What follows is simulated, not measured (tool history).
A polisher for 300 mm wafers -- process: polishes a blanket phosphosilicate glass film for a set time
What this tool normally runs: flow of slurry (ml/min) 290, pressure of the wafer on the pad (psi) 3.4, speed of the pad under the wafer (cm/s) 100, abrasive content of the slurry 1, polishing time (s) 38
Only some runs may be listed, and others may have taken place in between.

run,hour,flow of slurry (ml/min),pressure of the wafer on the pad (psi),speed of the pad under the wafer (cm/s),abrasive content of the slurry,polishing time (s),"incoming thickness of the incoming film, nm",film removed (Å)
1,0,290,3.4,100,1,38,4138.8,3142
2,11.4,290,3.4,100,1,38,4096.8,3149
3,21.9,290,3.4,100,1,38,4117.6,3157
4,34.1,290,3.4,100,1,29,4105.4,2408
5,47.8,290,3.4,100,1,29,4160.3,2367
6,61,290,3.4,100,1,29,4144.9,2405
7,77.3,290,3.4,100,1,38,4083.7,3093
8,89.9,290,3.4,134,1,38,4132.8,3886
9,105.7,290,3.4,100,0.8,38,4165.4,3188
10,116.2,370,3.4,100,1,31,4024.8,2896
11,128.3,290,2.3,122,1,38,4107.2,2695
12,145.6,205,3.4,78,1.1,38,4116.8,2750
13,160.6,290,3.4,100,1,30,4119.2,2636
14,167.3,290,3.4,100,1,38,4112.9,3367

Withheld: 6 entries from between the runs. Position of each, and hidden state at the listed run before versus the listed run after:
In the gap between runs 3 and 4: worn pad replaced by a new one (hour 33.6)
  abrasive missing from the slurry, %: 28.3 -> 29.6
  measured minus no-state result, film removed (Å): -324 -> -261
In the gap between runs 8 and 9: head pressure recalibrated (hour 94.2); slurry blender recalibrated (hour 97.4)
  abrasive missing from the slurry, %: 35.4 -> 4.9
  measured minus no-state result, film removed (Å): -529 -> -51
In the gap between runs 9 and 10: slurry nozzle cleaned (hour 114.2); worn pad replaced by a new one (hour 115.7)
  abrasive missing from the slurry, %: 4.9 -> 6
  measured minus no-state result, film removed (Å): -51 -> -54
In the gap between runs 10 and 11: conditioning disc replaced and pad reconditioned (hour 121.8)
  abrasive missing from the slurry, %: 6 -> 7.27
  measured minus no-state result, film removed (Å): -54 -> -60
